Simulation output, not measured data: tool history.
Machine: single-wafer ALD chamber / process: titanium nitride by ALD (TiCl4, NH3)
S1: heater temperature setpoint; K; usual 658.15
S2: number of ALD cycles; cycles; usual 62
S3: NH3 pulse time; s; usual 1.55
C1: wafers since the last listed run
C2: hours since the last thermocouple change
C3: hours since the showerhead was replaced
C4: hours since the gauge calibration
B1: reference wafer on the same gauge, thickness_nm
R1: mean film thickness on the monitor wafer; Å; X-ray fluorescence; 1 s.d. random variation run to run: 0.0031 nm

run	day	S1	S2	S3	C1	C2	C3	C4	B1	R1
1	0.000	658.15	62	1.55	0	1702.8	4045.9	692.3	1.370	12.37
2	1.029	658.15	62	1.55	63	1727.5	4070.6	717.0	1.370	12.39
3	2.475	658.15	62	1.55	88	1762.2	4105.3	751.7	1.371	12.37
4	3.200	658.15	53	1.55	44	1779.6	4122.7	769.1	1.370	10.57
5	4.700	658.15	53	1.55	92	1815.6	4158.7	805.1	1.369	10.65
6	5.538	658.15	53	1.55	51	1835.7	4178.8	825.2	1.370	10.55
7	7.658	658.15	62	1.55	130	1886.6	4229.7	876.1	1.370	12.33
8	11.338	658.15	62	1.55	225	1974.9	4318.0	964.4	1.370	12.38
9	12.625	664.15	62	1.55	79	2005.8	4348.9	995.3	1.371	12.51
10	13.858	664.15	62	1.55	75	2035.4	4378.5	1024.9	1.370	12.44
11	15.175	658.15	62	1.55	80	2067.0	4410.1	1056.5	1.370	12.36
12	16.267	658.15	62	1.55	66	2093.2	4436.3	1082.7	1.370	12.37
13	17.712	658.15	62	1.55	88	2127.9	4471.0	1117.4	1.370	12.38
14	19.033	658.15	62	1.55	81	2159.6	4502.7	1149.1	1.370	12.34
15	19.671	658.15	62	1.55	39	2174.9	4518.0	1164.4	1.370	12.39
16	20.967	658.15	62	1.55	79	2206.0	4549.1	1195.5	1.370	12.36
# day 22.025: showerhead replaced
17	22.329	658.15	62	1.55	63	2238.7	7.3	1228.2	1.370	12.40
# day 22.933: gauge calibrated
18	23.038	666.15	62	1.55	43	2255.7	24.3	2.5	1.369	12.49
# day 23.579: thermocouple changed; heater temperature recalibrated
19	24.221	658.15	62	1.72	52	15.4	52.7	30.9	1.370	12.39
20	25.033	667.15	62	1.91	49	34.9	72.2	50.4	1.370	12.64
21	26.217	664.15	66	0.98	72	63.3	100.6	78.8	1.370	12.83
22	27.792	672.15	65	1.55	96	101.1	138.4	116.6	1.371	13.15
23	28.529	646.15	69	1.55	45	118.8	156.1	134.3	1.370	13.60
24	29.421	649.15	70	1.98	54	140.2	177.5	155.7	1.371	14.03
25	29.975	670.15	58	2.12	34	153.5	190.8	169.0	1.370	11.93
26	30.667	644.15	72	1.55	42	170.1	207.4	185.6	1.370	14.17
27	31.633	647.15	62	1.55	59	193.3	230.6	208.8	1.370	12.26
28	32.458	658.15	62	1.55	50	213.1	250.4	228.6	1.371	12.37
29	33.417	658.15	54	1.55	58	236.1	273.4	251.6	1.369	10.79
30	34.658	670.15	67	2.09	76	265.9	303.2	281.4	1.370	13.74
31	35.350	658.15	58	1.21	42	282.5	319.8	298.0	1.370	11.44
32	35.942	658.15	62	1.55	36	296.7	334.0	312.2	1.370	12.44
33	37.071	668.15	68	1.18	69	323.8	361.1	339.3	1.370	13.48
34	38.138	658.15	62	1.55	65	349.4	386.7	364.9	1.370	12.37
35	38.675	658.15	62	1.55	32	362.3	399.6	377.8	1.370	12.31
36	41.154	658.15	56	1.36	152	421.8	459.1	437.3	1.370	11.03
37	41.850	668.15	62	1.55	42	438.5	475.8	454.0	1.370	12.49
38	42.679	658.15	51	1.05	50	458.4	495.7	473.9	1.369	9.89
39	43.575	658.15	69	1.55	54	479.9	517.2	495.4	1.370	13.79
40	44.238	658.15	62	1.55	40	495.8	533.1	511.3	1.370	12.38

Give the tool's hidden conditions for every run:
wafer temperature above the value expected at the setpoint (K): 0, the same for each run
gauge reads high (%): 0, the same for each run

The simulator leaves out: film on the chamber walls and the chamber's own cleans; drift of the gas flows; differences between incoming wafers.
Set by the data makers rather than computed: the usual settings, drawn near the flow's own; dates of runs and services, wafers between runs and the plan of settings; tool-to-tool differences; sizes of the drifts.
